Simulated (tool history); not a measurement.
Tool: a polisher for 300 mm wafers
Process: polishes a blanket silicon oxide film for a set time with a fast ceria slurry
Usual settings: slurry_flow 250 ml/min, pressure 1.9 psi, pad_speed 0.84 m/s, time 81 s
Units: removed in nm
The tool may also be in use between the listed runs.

| run | hour | slurry_flow | pressure | pad_speed | time | incoming thickness of the incoming film, nm | removed |
|---|---|---|---|---|---|---|---|
| 1 | 0 | 250 | 1.9 | 0.84 | 81 | 3980.4 | 777.6 |
| 2 | 7 | 250 | 1.9 | 0.84 | 81 | 3919.2 | 764.1 |
| 3 | 15.5 | 250 | 1.9 | 0.84 | 81 | 3995.8 | 765.1 |
|  | 40 | worn pad replaced by a new one |
| 4 | 50.1 | 250 | 1.9 | 0.84 | 81 | 3960 | 835.5 |
| 5 | 67.7 | 250 | 1.9 | 0.84 | 81 | 3922.9 | 809.6 |
|  | 69.4 | slurry nozzle cleaned |
| 6 | 77.7 | 250 | 1.9 | 0.84 | 81 | 3958.7 | 771.2 |
| 7 | 106.2 | 250 | 1.9 | 0.84 | 81 | 4006.1 | 756.4 |
| 8 | 118.6 | 250 | 1.9 | 0.84 | 81 | 3869.1 | 758.6 |
|  | 135.7 | head pressure recalibrated |
| 9 | 136.2 | 320 | 1.9 | 0.84 | 59 | 3979.2 | 562.3 |
|  | 140.9 | worn pad replaced by a new one |
| 10 | 149.3 | 220 | 1.9 | 0.84 | 81 | 3885 | 812.6 |
| 11 | 166.5 | 250 | 1.9 | 0.84 | 81 | 3899.7 | 786.1 |
| 12 | 176.1 | 250 | 2.1 | 0.7 | 63 | 3980.6 | 545.7 |
| 13 | 186.7 | 250 | 1.3 | 0.84 | 81 | 3992.3 | 614.5 |
| 14 | 194.6 | 250 | 1.9 | 0.58 | 54 | 4017.1 | 354.4 |
| 15 | 209.1 | 250 | 1.5 | 0.84 | 98 | 3909 | 800.9 |
| 16 | 223.2 | 250 | 1.9 | 0.84 | 81 | 4037.1 | 756.5 |
| 17 | 229.3 | 250 | 2.5 | 0.84 | 81 | 3987.5 | 921 |

Forecast each of these 4 alternatives for the next run:
| A | 229.8 | 250 | 1.9 | 0.84 | 72 | 3994.2 | ? |
| B | 229.8 | 250 | 1.9 | 0.64 | 81 | 3994.2 | ? |
| C | 229.8 | 305 | 1.2 | 0.84 | 81 | 3994.2 | ? |
| D | 229.8 | 250 | 1.2 | 0.84 | 62 | 3994.2 | ? |

| run | removed |
|---|---|
| A | 680 |
| B | 582.9 |
| C | 586 |
| D | 440.3 |
Without the tool's hidden state the same runs would have given:
| run | removed |
|---|---|
| A | 781.5 |
| B | 669.9 |
| C | 673.5 |
| D | 506.1 |
